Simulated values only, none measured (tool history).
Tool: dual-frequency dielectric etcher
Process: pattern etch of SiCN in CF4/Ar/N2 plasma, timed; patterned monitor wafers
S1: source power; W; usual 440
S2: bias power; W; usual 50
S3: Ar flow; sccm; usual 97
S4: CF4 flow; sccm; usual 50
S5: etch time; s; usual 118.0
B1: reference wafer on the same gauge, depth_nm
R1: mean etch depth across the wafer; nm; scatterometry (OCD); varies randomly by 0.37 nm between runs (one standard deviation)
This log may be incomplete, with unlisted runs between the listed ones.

| run | day | S1 | S2 | S3 | S4 | S5 | B1 | R1 |
|---|---|---|---|---|---|---|---|---|
| 1 | 0.000 | 440 | 50 | 97 | 50 | 141.5 | 89.1 | 93.3 |
|  | 2.279 | wet clean of the chamber |
| 2 | 2.300 | 540 | 50 | 112 | 50 | 146.5 | 89.0 | 106.2 |
| 3 | 3.988 | 440 | 58 | 97 | 42 | 89.5 | 89.1 | 57.9 |
| 4 | 5.658 | 530 | 50 | 97 | 50 | 118.0 | 89.2 | 86.8 |
| 5 | 8.196 | 440 | 61 | 106 | 50 | 94.0 | 89.0 | 62.5 |
| 6 | 10.462 | 390 | 42 | 97 | 50 | 93.0 | 89.2 | 53.6 |
| 7 | 12.075 | 440 | 50 | 97 | 50 | 144.0 | 89.1 | 93.8 |
|  | 14.767 | CF4 flow controller replaced |
| 8 | 14.788 | 440 | 50 | 97 | 62 | 118.0 | 89.2 | 79.6 |
|  | 16.021 | gauge calibrated |
| 9 | 18.054 | 440 | 50 | 97 | 50 | 118.0 | 89.1 | 77.5 |
|  | 28.683 | wet clean of the chamber |
| 10 | 28.704 | 440 | 38 | 97 | 50 | 91.0 | 89.2 | 55.5 |
| 11 | 30.567 | 440 | 50 | 97 | 50 | 118.0 | 89.0 | 75.5 |
| 12 | 32.796 | 370 | 50 | 108 | 56 | 118.0 | 89.1 | 67.4 |
| 13 | 34.950 | 440 | 50 | 97 | 50 | 118.0 | 89.1 | 75.5 |
| 14 | 38.425 | 440 | 50 | 97 | 50 | 118.0 | 89.0 | 76.4 |
| 15 | 40.625 | 380 | 42 | 105 | 58 | 118.0 | 89.2 | 67.5 |
| 16 | 42.392 | 440 | 50 | 97 | 62 | 147.0 | 89.3 | 97.9 |
| 17 | 44.258 | 440 | 50 | 97 | 50 | 88.0 | 89.0 | 56.9 |
| 18 | 47.138 | 440 | 60 | 87 | 62 | 82.5 | 89.0 | 57.8 |
| 19 | 50.008 | 440 | 58 | 97 | 42 | 89.5 | 89.1 | 58.9 |
|  | 51.717 | wet clean of the chamber |
| 20 | 54.321 | 520 | 40 | 97 | 50 | 118.0 | 89.1 | 82.5 |

Alternative continuations, all from the tool just after run 20; predict every row:
| A | 54.338 | 440 | 50 | 97 | 50 | 118.0 | ? | ? |
| B | 54.338 | 440 | 50 | 97 | 57 | 130.0 | ? | ? |
| C | 54.338 | 520 | 50 | 97 | 38 | 118.0 | ? | ? |
| D | 54.338 | 440 | 50 | 97 | 50 | 140.0 | ? | ? |
| E | 54.338 | 500 | 57 | 76 | 41 | 118.0 | ? | ? |

| run | B1 | R1 |
|---|---|---|
| A | 89.0 | 76.7 |
| B | 89.0 | 85.9 |
| C | 89.0 | 83.3 |
| D | 89.0 | 91.0 |
| E | 89.0 | 86.8 |
Take away the tool's hidden state, keep each run's random variation, and the runs would have read:
| run | R1 |
|---|---|
| A | 76.7 |
| B | 85.9 |
| C | 83.3 |
| D | 91.0 |
| E | 86.8 |
